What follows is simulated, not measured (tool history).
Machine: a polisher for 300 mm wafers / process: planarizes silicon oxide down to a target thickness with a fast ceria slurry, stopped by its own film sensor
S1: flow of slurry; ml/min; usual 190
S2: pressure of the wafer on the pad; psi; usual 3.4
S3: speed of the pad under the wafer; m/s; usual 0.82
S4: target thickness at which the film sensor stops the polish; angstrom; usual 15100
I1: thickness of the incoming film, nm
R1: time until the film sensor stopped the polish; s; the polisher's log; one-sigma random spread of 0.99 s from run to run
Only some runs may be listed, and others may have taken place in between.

| run | hour | S1 | S2 | S3 | S4 | I1 | R1 |
|---|---|---|---|---|---|---|---|
| 1 | 0.0 | 190 | 3.4 | 0.82 | 15100 | 2648.1 | 89.8 |
| 2 | 7.9 | 190 | 3.4 | 0.82 | 15100 | 2663.6 | 89.8 |
| 3 | 20.6 | 190 | 3.4 | 0.82 | 15100 | 2627.1 | 85.1 |
| 4 | 27.7 | 170 | 3.4 | 0.82 | 15100 | 2641.0 | 90.8 |
| 5 | 45.2 | 215 | 3.0 | 0.82 | 15100 | 2690.9 | 105.2 |
| 6 | 56.5 | 215 | 3.0 | 0.82 | 15100 | 2706.0 | 107.4 |
|  | 63.3 | head pressure recalibrated |
| 7 | 72.1 | 190 | 3.4 | 0.90 | 15100 | 2664.0 | 86.2 |
| 8 | 81.2 | 190 | 3.4 | 0.82 | 12260 | 2633.1 | 117.4 |
|  | 91.3 | worn pad replaced by a new one, of another model than before |
| 9 | 91.8 | 190 | 3.4 | 0.82 | 15100 | 2622.1 | 85.5 |
| 10 | 103.5 | 140 | 4.2 | 0.70 | 13070 | 2605.2 | 103.4 |
|  | 110.3 | slurry nozzle cleaned |
| 11 | 110.8 | 190 | 3.4 | 0.82 | 13010 | 2644.5 | 104.8 |
| 12 | 125.4 | 190 | 3.4 | 0.90 | 19000 | 2617.1 | 51.8 |
| 13 | 139.8 | 190 | 2.8 | 0.72 | 15100 | 2621.6 | 105.7 |
| 14 | 182.6 | 190 | 3.4 | 0.62 | 15100 | 2651.4 | 113.7 |
| 15 | 191.9 | 190 | 3.4 | 0.82 | 15100 | 2617.6 | 91.2 |

Branching from run 15: 4 alternative next runs. What would each branch give?
| A | 192.4 | 190 | 3.4 | 0.82 | 15100 | 2653.5 | ? |
| B | 192.4 | 170 | 2.5 | 0.82 | 11500 | 2653.5 | ? |
| C | 192.4 | 165 | 3.4 | 1.08 | 13080 | 2653.5 | ? |
| D | 192.4 | 240 | 3.4 | 0.82 | 13570 | 2653.5 | ? |

| run | R1 |
|---|---|
| A | 92.8 |
| B | 144.6 |
| C | 88.7 |
| D | 103.4 |
With no hidden state in the tool, these same runs would have given:
| run | R1 |
|---|---|
| A | 85.6 |
| B | 133.5 |
| C | 81.8 |
| D | 95.5 |

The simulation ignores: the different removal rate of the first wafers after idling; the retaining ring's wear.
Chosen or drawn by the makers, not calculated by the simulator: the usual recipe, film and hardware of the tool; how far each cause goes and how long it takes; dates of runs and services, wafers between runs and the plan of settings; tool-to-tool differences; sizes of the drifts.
